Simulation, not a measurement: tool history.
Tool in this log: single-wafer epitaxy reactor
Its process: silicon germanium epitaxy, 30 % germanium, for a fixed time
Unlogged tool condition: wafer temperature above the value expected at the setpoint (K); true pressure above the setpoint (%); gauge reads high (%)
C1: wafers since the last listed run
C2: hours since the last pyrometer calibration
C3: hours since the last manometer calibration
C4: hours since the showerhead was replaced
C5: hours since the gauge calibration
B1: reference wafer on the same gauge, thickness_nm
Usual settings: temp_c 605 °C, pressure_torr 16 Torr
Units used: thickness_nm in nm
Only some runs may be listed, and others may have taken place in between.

Run 1, hour 0: usual settings; C1 0; C2 1704.6; C3 1740.6; C4 2564.9; C5 1811.7; B1 61.009. Result: thickness_nm 67.309 nm.
Run 2, hour 78.4: usual settings; C1 1840; C2 1783; C3 1819; C4 2643.3; C5 1890.1; B1 61.017. Result: thickness_nm 67.141 nm.
Run 3, hour 118.3: usual settings; C1 936; C2 1822.9; C3 1858.9; C4 2683.2; C5 1930; B1 60.976. Result: thickness_nm 66.844 nm.
Run 4, hour 170.8: usual settings but pressure_torr 16.9 Torr; C1 1232; C2 1875.4; C3 1911.4; C4 2735.7; C5 1982.5; B1 60.979. Result: thickness_nm 69.005 nm.
Run 5, hour 218.7: usual settings but pressure_torr 16.9 Torr; C1 1124; C2 1923.3; C3 1959.3; C4 2783.6; C5 2030.4; B1 61.031. Result: thickness_nm 69.297 nm.
Run 6, hour 262.6: usual settings but pressure_torr 16.9 Torr; C1 1030; C2 1967.2; C3 2003.2; C4 2827.5; C5 2074.3; B1 60.951. Result: thickness_nm 69.24 nm.
Run 7, hour 309.5: usual settings but pressure_torr 14.8 Torr; C1 1100; C2 2014.1; C3 2050.1; C4 2874.4; C5 2121.2; B1 60.983. Result: thickness_nm 63.898 nm.
Run 8, hour 410.1: usual settings but pressure_torr 14.8 Torr; C1 2361; C2 2114.7; C3 2150.7; C4 2975; C5 2221.8; B1 61.035. Result: thickness_nm 63.757 nm.
Run 9, hour 474.5: usual settings but pressure_torr 14.8 Torr; C1 1511; C2 2179.1; C3 2215.1; C4 3039.4; C5 2286.2; B1 61.021. Result: thickness_nm 63.639 nm.
At hour 499.7: capacitance manometer re-zeroed and calibrated.
Run 10, hour 549.3: usual settings but temp_c 598 °C; C1 1567; C2 2253.9; C3 49.6; C4 3114.2; C5 2361; B1 60.997. Result: thickness_nm 59.411 nm.
Run 11, hour 601.6: usual settings but temp_c 598 °C; C1 1227; C2 2306.2; C3 101.9; C4 3166.5; C5 2413.3; B1 60.984. Result: thickness_nm 59.39 nm.
Run 12, hour 649.9: usual settings but temp_c 595 °C; C1 1133; C2 2354.5; C3 150.2; C4 3214.8; C5 2461.6; B1 60.993. Result: thickness_nm 56.746 nm.
Run 13, hour 746.8: usual settings but temp_c 613 °C; C1 2274; C2 2451.4; C3 247.1; C4 3311.7; C5 2558.5; B1 61.046. Result: thickness_nm 75.315 nm.
Run 14, hour 792.6: usual settings but pressure_torr 17.9 Torr; C1 1074; C2 2497.2; C3 292.9; C4 3357.5; C5 2604.3; B1 60.94. Result: thickness_nm 70.384 nm.
Run 15, hour 852.8: usual settings but pressure_torr 17.7 Torr; C1 1412; C2 2557.4; C3 353.1; C4 3417.7; C5 2664.5; B1 60.982. Result: thickness_nm 70.344 nm.
Run 16, hour 924.2: usual settings; C1 1675; C2 2628.8; C3 424.5; C4 3489.1; C5 2735.9; B1 61.013. Result: thickness_nm 66.316 nm.
At hour 958.1: showerhead replaced, of another model than before.
Run 17, hour 980.9: usual settings but pressure_torr 13.6 Torr; C1 1143; C2 2685.5; C3 481.2; C4 22.8; C5 2792.6; B1 61.007. Result: thickness_nm 63.098 nm.
Run 18, hour 1029.8: usual settings but temp_c 614 °C, pressure_torr 12.1 Torr; C1 1147; C2 2734.4; C3 530.1; C4 71.7; C5 2841.5; B1 61.036. Result: thickness_nm 70.322 nm.
At hour 1117: pyrometer calibrated.
Run 19, hour 1135.2: usual settings but temp_c 590 °C, pressure_torr 19.8 Torr; C1 2286; C2 18.2; C3 635.5; C4 177.1; C5 2946.9; B1 61. Result: thickness_nm 56.95 nm.
Run 20, hour 1229.7: usual settings but temp_c 616 °C, pressure_torr 17.4 Torr; C1 2217; C2 112.7; C3 730; C4 271.6; C5 3041.4; B1 61.036. Result: thickness_nm 82.723 nm.
Run 21, hour 1327.1: usual settings but pressure_torr 12 Torr; C1 2286; C2 210.1; C3 827.4; C4 369; C5 3138.8; B1 60.976. Result: thickness_nm 62.053 nm.
At hour 1373.5: gauge calibrated.
Run 22, hour 1401.3: usual settings but pressure_torr 17.4 Torr; C1 1741; C2 284.3; C3 901.6; C4 443.2; C5 27.8; B1 60.98. Result: thickness_nm 69.49 nm.
Run 23, hour 1439.7: usual settings but temp_c 598 °C, pressure_torr 12.4 Torr; C1 901; C2 322.7; C3 940; C4 481.6; C5 66.2; B1 60.996. Result: thickness_nm 55.989 nm.
Run 24, hour 1498.3: usual settings; C1 1375; C2 381.3; C3 998.6; C4 540.2; C5 124.8; B1 61.017. Result: thickness_nm 67.458 nm.
Run 25, hour 1541.1: usual settings but temp_c 600 °C, pressure_torr 14.3 Torr; C1 1004; C2 424.1; C3 1041.4; C4 583; C5 167.6; B1 60.968. Result: thickness_nm 60.503 nm.
Run 26, hour 1620.8: usual settings but temp_c 617 °C, pressure_torr 18.9 Torr; C1 1870; C2 503.8; C3 1121.1; C4 662.7; C5 247.3; B1 61.047. Result: thickness_nm 86.339 nm.
Run 27, hour 1693.5: usual settings but pressure_torr 17.4 Torr; C1 1706; C2 576.5; C3 1193.8; C4 735.4; C5 320; B1 61.015. Result: thickness_nm 69.232 nm.
Run 28, hour 1759.1: usual settings; C1 1539; C2 642.1; C3 1259.4; C4 801; C5 385.6; B1 61.037. Result: thickness_nm 67.486 nm.
Run 29, hour 1815.3: usual settings; C1 1319; C2 698.3; C3 1315.6; C4 857.2; C5 441.8; B1 61.011. Result: thickness_nm 67.417 nm.
Run 30, hour 1892.4: usual settings but temp_c 612 °C; C1 1809; C2 775.4; C3 1392.7; C4 934.3; C5 518.9; B1 61.019. Result: thickness_nm 75.639 nm.
Run 31, hour 1940.1: usual settings but temp_c 616 °C, pressure_torr 18.1 Torr; C1 1119; C2 823.1; C3 1440.4; C4 982; C5 566.6; B1 60.982. Result: thickness_nm 83.254 nm.
Run 32, hour 2036.9: usual settings but temp_c 617 °C, pressure_torr 17.7 Torr; C1 2271; C2 919.9; C3 1537.2; C4 1078.8; C5 663.4; B1 60.957. Result: thickness_nm 83.981 nm.
Run 33, hour 2091.2: usual settings but pressure_torr 19.7 Torr; C1 1274; C2 974.2; C3 1591.5; C4 1133.1; C5 717.7; B1 60.983. Result: thickness_nm 71.738 nm.
Run 34, hour 2172.5: usual settings but pressure_torr 12.6 Torr; C1 1908; C2 1055.5; C3 1672.8; C4 1214.4; C5 799; B1 60.995. Result: thickness_nm 62.488 nm.
Run 35, hour 2250.2: usual settings but temp_c 612 °C, pressure_torr 19.8 Torr; C1 1823; C2 1133.2; C3 1750.5; C4 1292.1; C5 876.7; B1 60.997. Result: thickness_nm 80.034 nm.
Run 36, hour 2326.2: usual settings but temp_c 617 °C, pressure_torr 18.7 Torr; C1 1783; C2 1209.2; C3 1826.5; C4 1368.1; C5 952.7; B1 60.984. Result: thickness_nm 84.85 nm.

3 ways to go on from here, each from the tool as it stands after run 36. What would each give?
Run A, hour 2326.6: usual settings; C1 9; C2 1209.6; C3 1826.9; C4 1368.5; C5 953.1; B1 ?. Result: thickness_nm ?.
Run B, hour 2326.6: usual settings but temp_c 601 °C; C1 9; C2 1209.6; C3 1826.9; C4 1368.5; C5 953.1; B1 ?. Result: thickness_nm ?.
Run C, hour 2326.6: usual settings but temp_c 609 °C, pressure_torr 19.3 Torr; C1 9; C2 1209.6; C3 1826.9; C4 1368.5; C5 953.1; B1 ?. Result: thickness_nm ?.

run      B1  thickness_nm
  A  61.012        66.657
  B  61.012        62.528
  C  61.012         75.45
Had the tool no hidden state, the same runs would have come out as:
run  thickness_nm
  A         67.69
  B        63.504
  C        76.609
